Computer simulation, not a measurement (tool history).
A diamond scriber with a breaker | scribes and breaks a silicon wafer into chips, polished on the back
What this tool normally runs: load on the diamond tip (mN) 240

run,day,load on the diamond tip (mN),"incoming depth of the damage left on the back of the incoming wafer, um",depth of the median crack under the scribed line (um),chips rejected at inspection after the break (%)
1,0.000,240,0.02,12.31,5.34
2,3.821,240,0.01,11.88,6.54
# day 5.333: load on the tip recalibrated
3,5.650,240,0.01,13.17,3.33
4,7.808,240,0.03,13.01,3.37
5,11.762,265,0.02,13.26,2.22
6,16.188,197,0.02,10.04,14.84
# day 19.821: diamond tip replaced by a new one
7,19.842,240,0.03,14.27,1.62
8,21.433,240,0.03,14.23,1.72
9,23.954,240,0.02,14.15,1.67
10,26.546,215,0.04,12.53,4.34
11,28.508,215,0.05,11.98,4.98
12,32.829,215,0.01,12.41,6.16
13,35.425,264,0.05,14.11,1.79
14,38.271,240,0.02,13.00,3.87
15,41.408,190,0.03,10.02,17.09
16,44.804,265,0.02,13.27,2.70
17,49.012,182,0.04,8.75,21.62
18,52.746,240,0.02,11.64,7.97
19,54.858,305,0.01,14.11,1.98
20,58.908,300,0.02,13.78,2.55
# day 60.217: diamond tip replaced by a new one
21,62.188,221,0.02,12.02,5.79
# day 62.779: load on the tip recalibrated
22,65.967,297,0.04,17.55,4.52
23,70.079,180,0.05,10.84,11.44
24,73.217,240,0.02,14.12,2.01
25,75.383,240,0.04,13.96,2.27
26,79.438,284,0.02,15.68,1.85
27,81.308,285,0.02,15.41,1.91
28,83.446,278,0.05,14.89,1.49
29,87.712,240,0.04,12.43,3.96

Measured less the same run without the tool's hidden state. The same run-to-run variation is in both; the gauge's scatter may not be:
Hidden conditions of the tool in this case: share of the diamond tip's cutting effectiveness lost through wear, %; deviation of the load on the tip from its setpoint, %.
run,depth of the median crack under the scribed line (um),chips rejected at inspection after the break (%)
1,-2.80,+3.80
2,-3.11,+4.96
3,-1.82,+1.66
4,-2.03,+1.87
5,-2.51,-0.04
6,-2.29,+10.12
7,-0.45,+0.09
8,-0.60,+0.16
9,-0.82,+0.27
10,-0.95,+1.84
11,-1.07,+2.36
12,-1.49,+3.49
13,-1.98,-0.47
14,-2.11,+2.22
15,-1.88,+10.23
16,-2.87,+0.37
17,-2.22,+13.75
18,-3.36,+6.28
19,-4.35,-3.76
20,-4.82,-2.38
21,-1.71,+3.61
22,-0.34,-0.68
23,-0.50,+2.47
24,-0.95,+0.41
25,-1.15,+0.61
26,-1.75,-1.98
27,-1.93,-2.30
28,-2.12,-1.48
29,-2.19,+2.41
